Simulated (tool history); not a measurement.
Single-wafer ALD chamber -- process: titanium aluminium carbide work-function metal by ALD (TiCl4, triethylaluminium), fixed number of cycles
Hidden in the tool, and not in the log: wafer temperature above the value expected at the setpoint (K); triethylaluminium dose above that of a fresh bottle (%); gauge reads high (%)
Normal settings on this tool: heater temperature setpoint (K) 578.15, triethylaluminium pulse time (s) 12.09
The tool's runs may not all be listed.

run   hour  heater temperature setpoint (K)  triethylaluminium pulse time (s)  wafers since the last listed run  hours since the last thermocouple change  hours since the last triethylaluminium bottle change  hours since the showerhead was replaced  hours since the gauge calibration  read-back reference wafer on the same gauge, thickness_nm  mean film thickness on the monitor wafer (angstrom)
  1    0.0                           578.15                             12.09                                 0                                     896.1                                                1653.1                                   3286.9                               97.1                                                      2.472                                                21.55
  2   16.7                           578.15                             12.09                               256                                     912.8                                                1669.8                                   3303.6                              113.8                                                      2.474                                                21.59
  3   30.4                           578.15                             12.09                               210                                     926.5                                                1683.5                                   3317.3                              127.5                                                      2.474                                                21.59
  4   44.9                           578.15                             12.09                               222                                     941.0                                                1698.0                                   3331.8                              142.0                                                      2.477                                                21.65
  5   52.3                           578.15                              8.92                               113                                     948.4                                                1705.4                                   3339.2                              149.4                                                      2.477                                                21.28
  6   64.9                           578.15                              8.92                               193                                     961.0                                                1718.0                                   3351.8                              162.0                                                      2.476                                                21.36
      79.4  -- thermocouple changed; heater temperature recalibrated
  7   80.0                           578.15                             12.09                               109                                       0.6                                                1733.1                                   3366.9                              177.1                                                      2.478                                                21.71
  8  124.6                           578.15                             12.09                               685                                      45.2                                                1777.7                                   3411.5                              221.7                                                      2.483                                                21.69
  9  141.5                           567.15                              9.34                               259                                      62.1                                                1794.6                                   3428.4                              238.6                                                      2.484                                                20.37
     144.9  -- gauge calibrated
 10  155.9                           578.15                             12.09                               221                                      76.5                                                1809.0                                   3442.8                               11.0                                                      2.456                                                21.56
 11  164.7                           587.15                              8.12                               135                                      85.3                                                1817.8                                   3451.6                               19.8                                                      2.456                                                21.99
     177.8  -- triethylaluminium bottle replaced
     181.9  -- showerhead replaced
 12  182.4                           583.15                             15.63                                85                                     103.0                                                   4.6                                      0.5                               37.5                                                      2.457                                                22.32
 13  189.7                           584.15                             15.21                               112                                     110.3                                                  11.9                                      7.8                               44.8                                                      2.458                                                22.31

Run 14 is up next; what results do you expect?
 14  203.9                           578.15                             13.49                               218                                     124.5                                                  26.1                                     22.0                               59.0                                                          ?                                                    ?

{"run 14": {"read-back reference wafer on the same gauge, thickness_nm": 2.457, "mean film thickness on the monitor wafer (angstrom)": 21.64}}
With the hidden condition absent and the run-to-run variation left alone, this run would have shown mean film thickness on the monitor wafer (angstrom) 21.64.
